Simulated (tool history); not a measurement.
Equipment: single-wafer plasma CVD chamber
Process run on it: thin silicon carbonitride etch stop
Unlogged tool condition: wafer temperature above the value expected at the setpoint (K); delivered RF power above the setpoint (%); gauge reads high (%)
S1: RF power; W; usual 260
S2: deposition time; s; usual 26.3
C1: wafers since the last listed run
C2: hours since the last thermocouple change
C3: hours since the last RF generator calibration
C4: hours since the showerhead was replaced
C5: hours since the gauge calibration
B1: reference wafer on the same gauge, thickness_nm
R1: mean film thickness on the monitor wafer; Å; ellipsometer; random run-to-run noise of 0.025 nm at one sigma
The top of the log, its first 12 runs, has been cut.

{"run": 13, "day": 7.704, "S1": 260, "S2": 26.3, "C1": 96, "C2": 2273.8, "C3": 31.4, "C4": 2683.2, "C5": 37.6, "B1": 17.997, "R1": 163.52}
{"run": 14, "day": 8.179, "S1": 260, "S2": 26.3, "C1": 177, "C2": 2285.2, "C3": 42.8, "C4": 2694.6, "C5": 49.0, "B1": 18.008, "R1": 163.67}
{"run": 15, "day": 8.492, "S1": 310, "S2": 26.3, "C1": 116, "C2": 2292.7, "C3": 50.3, "C4": 2702.1, "C5": 56.5, "B1": 17.999, "R1": 171.54}
{"run": 16, "day": 9.242, "S1": 215, "S2": 28.4, "C1": 279, "C2": 2310.7, "C3": 68.3, "C4": 2720.1, "C5": 74.5, "B1": 17.992, "R1": 167.44}
{"day": 9.729, "done": "showerhead replaced"}
{"run": 17, "day": 9.75, "S1": 260, "S2": 26.3, "C1": 65, "C2": 2322.9, "C3": 80.5, "C4": 0.5, "C5": 86.7, "B1": 17.997, "R1": 163.04}
{"run": 18, "day": 9.958, "S1": 260, "S2": 26.3, "C1": 77, "C2": 2327.9, "C3": 85.5, "C4": 5.5, "C5": 91.7, "B1": 18.0, "R1": 163.63}
{"run": 19, "day": 10.221, "S1": 220, "S2": 29.3, "C1": 97, "C2": 2334.2, "C3": 91.8, "C4": 11.8, "C5": 98.0, "B1": 17.993, "R1": 173.75}
{"run": 20, "day": 10.612, "S1": 260, "S2": 26.3, "C1": 146, "C2": 2343.6, "C3": 101.2, "C4": 21.2, "C5": 107.4, "B1": 17.997, "R1": 162.96}
{"run": 21, "day": 11.288, "S1": 225, "S2": 22.0, "C1": 251, "C2": 2359.8, "C3": 117.4, "C4": 37.4, "C5": 123.6, "B1": 18.005, "R1": 131.46}
{"day": 11.808, "done": "thermocouple changed; heater temperature recalibrated"}
{"run": 22, "day": 11.829, "S1": 245, "S2": 24.8, "C1": 77, "C2": 0.5, "C3": 130.4, "C4": 50.4, "C5": 136.6, "B1": 17.998, "R1": 151.35}
{"run": 23, "day": 12.104, "S1": 260, "S2": 26.3, "C1": 102, "C2": 7.1, "C3": 137.0, "C4": 57.0, "C5": 143.2, "B1": 17.993, "R1": 163.39}
{"run": 24, "day": 12.604, "S1": 260, "S2": 28.0, "C1": 186, "C2": 19.1, "C3": 149.0, "C4": 69.0, "C5": 155.2, "B1": 17.998, "R1": 173.5}
{"run": 25, "day": 14.204, "S1": 260, "S2": 26.3, "C1": 596, "C2": 57.5, "C3": 187.4, "C4": 107.4, "C5": 193.6, "B1": 18.0, "R1": 163.12}
{"run": 26, "day": 14.658, "S1": 215, "S2": 24.5, "C1": 169, "C2": 68.4, "C3": 198.3, "C4": 118.3, "C5": 204.5, "B1": 18.002, "R1": 144.05}
{"run": 27, "day": 14.954, "S1": 245, "S2": 26.3, "C1": 110, "C2": 75.5, "C3": 205.4, "C4": 125.4, "C5": 211.6, "B1": 18.002, "R1": 160.63}
{"run": 28, "day": 15.492, "S1": 260, "S2": 28.5, "C1": 200, "C2": 88.4, "C3": 218.3, "C4": 138.3, "C5": 224.5, "B1": 18.005, "R1": 177.02}
{"run": 29, "day": 16.029, "S1": 225, "S2": 30.4, "C1": 200, "C2": 101.3, "C3": 231.2, "C4": 151.2, "C5": 237.4, "B1": 18.005, "R1": 181.16}
{"run": 30, "day": 16.379, "S1": 310, "S2": 29.2, "C1": 130, "C2": 109.7, "C3": 239.6, "C4": 159.6, "C5": 245.8, "B1": 18.007, "R1": 190.73}
{"run": 31, "day": 16.971, "S1": 225, "S2": 27.8, "C1": 220, "C2": 123.9, "C3": 253.8, "C4": 173.8, "C5": 260.0, "B1": 18.002, "R1": 165.72}
{"run": 32, "day": 17.479, "S1": 275, "S2": 30.4, "C1": 189, "C2": 136.1, "C3": 266.0, "C4": 186.0, "C5": 272.2, "B1": 17.995, "R1": 191.61}
{"run": 33, "day": 18.15, "S1": 225, "S2": 24.3, "C1": 250, "C2": 152.2, "C3": 282.1, "C4": 202.1, "C5": 288.3, "B1": 17.999, "R1": 144.93}
{"run": 34, "day": 18.833, "S1": 230, "S2": 26.3, "C1": 254, "C2": 168.6, "C3": 298.5, "C4": 218.5, "C5": 304.7, "B1": 18.003, "R1": 157.67}

Below are 5 alternative next runs, each starting from the tool's condition after run 34. Predict each:
{"run": "A", "day": 18.85, "S1": 225, "S2": 26.3, "C1": 6, "C2": 169.0, "C3": 298.9, "C4": 218.9, "C5": 305.1, "B1": "?", "R1": "?"}
{"run": "B", "day": 18.85, "S1": 215, "S2": 24.7, "C1": 6, "C2": 169.0, "C3": 298.9, "C4": 218.9, "C5": 305.1, "B1": "?", "R1": "?"}
{"run": "C", "day": 18.85, "S1": 310, "S2": 22.1, "C1": 6, "C2": 169.0, "C3": 298.9, "C4": 218.9, "C5": 305.1, "B1": "?", "R1": "?"}
{"run": "D", "day": 18.85, "S1": 295, "S2": 22.9, "C1": 6, "C2": 169.0, "C3": 298.9, "C4": 218.9, "C5": 305.1, "B1": "?", "R1": "?"}
{"run": "E", "day": 18.85, "S1": 230, "S2": 28.4, "C1": 6, "C2": 169.0, "C3": 298.9, "C4": 218.9, "C5": 305.1, "B1": "?", "R1": "?"}

run=A B1=17.990 R1=156.80
run=B B1=17.990 R1=145.38
run=C B1=17.990 R1=144.42
run=D B1=17.990 R1=147.53
run=E B1=17.990 R1=170.39
Without the tool's hidden state the same runs would have given:
run=A R1=157.07
run=B R1=145.62
run=C R1=144.67
run=D R1=147.78
run=E R1=170.67

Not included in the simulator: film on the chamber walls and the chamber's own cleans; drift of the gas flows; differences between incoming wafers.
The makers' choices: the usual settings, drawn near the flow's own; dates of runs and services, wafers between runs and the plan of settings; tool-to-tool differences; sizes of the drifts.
